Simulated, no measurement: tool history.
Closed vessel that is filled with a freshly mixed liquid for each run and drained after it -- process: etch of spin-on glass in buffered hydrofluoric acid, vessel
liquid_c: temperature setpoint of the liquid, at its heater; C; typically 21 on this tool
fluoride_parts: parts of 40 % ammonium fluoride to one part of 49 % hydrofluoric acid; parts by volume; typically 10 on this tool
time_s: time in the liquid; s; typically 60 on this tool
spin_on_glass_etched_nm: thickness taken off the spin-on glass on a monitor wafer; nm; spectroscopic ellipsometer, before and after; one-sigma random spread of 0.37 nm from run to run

| run | hour | liquid_c | fluoride_parts | time_s | read-back film thickness of the spin-on glass reference wafer, read on the same gauge (nm) | spin_on_glass_etched_nm |
|---|---|---|---|---|---|---|
| 1 | 0 | 21 | 10 | 85 | 110.01 | 125.41 |
| 2 | 70.8 | 21 | 10 | 85 | 110.01 | 123.92 |
| 3 | 136.8 | 21 | 10 | 85 | 110 | 124.44 |
| 4 | 176.9 | 21 | 10 | 60 | 110.02 | 88.26 |
| 5 | 235.5 | 24 | 10 | 60 | 110 | 103.76 |
| 6 | 343 | 24 | 10 | 60 | 109.99 | 103.23 |
| 7 | 449.4 | 21 | 10 | 60 | 109.99 | 87.54 |
| 8 | 518.2 | 25 | 10 | 60 | 109.99 | 108.23 |
| 9 | 561.6 | 25 | 10 | 60 | 110.01 | 107.81 |
| 10 | 779.9 | 21 | 10 | 60 | 109.99 | 89.23 |
| 11 | 871.2 | 21 | 14 | 30 | 109.98 | 32.07 |
| 12 | 932.8 | 18 | 10 | 60 | 110.01 | 75.4 |
| 13 | 1037.6 | 23 | 8 | 70 | 110.01 | 141.37 |
| 14 | 1081.2 | 17.5 | 7 | 40 | 109.99 | 68.3 |

Taken out of this log: 3 entries between the listed runs. Where each belongs, and how the hidden state differs across it:
Run 9 -> run 10: hydrofluoric acid flow meter replaced (hour 629.1); gauge calibrated (hour 727.6)
  hydrofluoric acid flow below the setpoint (%): 3.15 -> 0.485
  measured less the result without the state, spin_on_glass_etched_nm: -3.4 -> -0.43 nm
Run 10 -> run 11: thermometer replaced (hour 799.2)
  hydrofluoric acid flow below the setpoint (%): 0.485 -> 0.676
  measured less the result without the state, spin_on_glass_etched_nm: -0.43 -> -0.22 nm

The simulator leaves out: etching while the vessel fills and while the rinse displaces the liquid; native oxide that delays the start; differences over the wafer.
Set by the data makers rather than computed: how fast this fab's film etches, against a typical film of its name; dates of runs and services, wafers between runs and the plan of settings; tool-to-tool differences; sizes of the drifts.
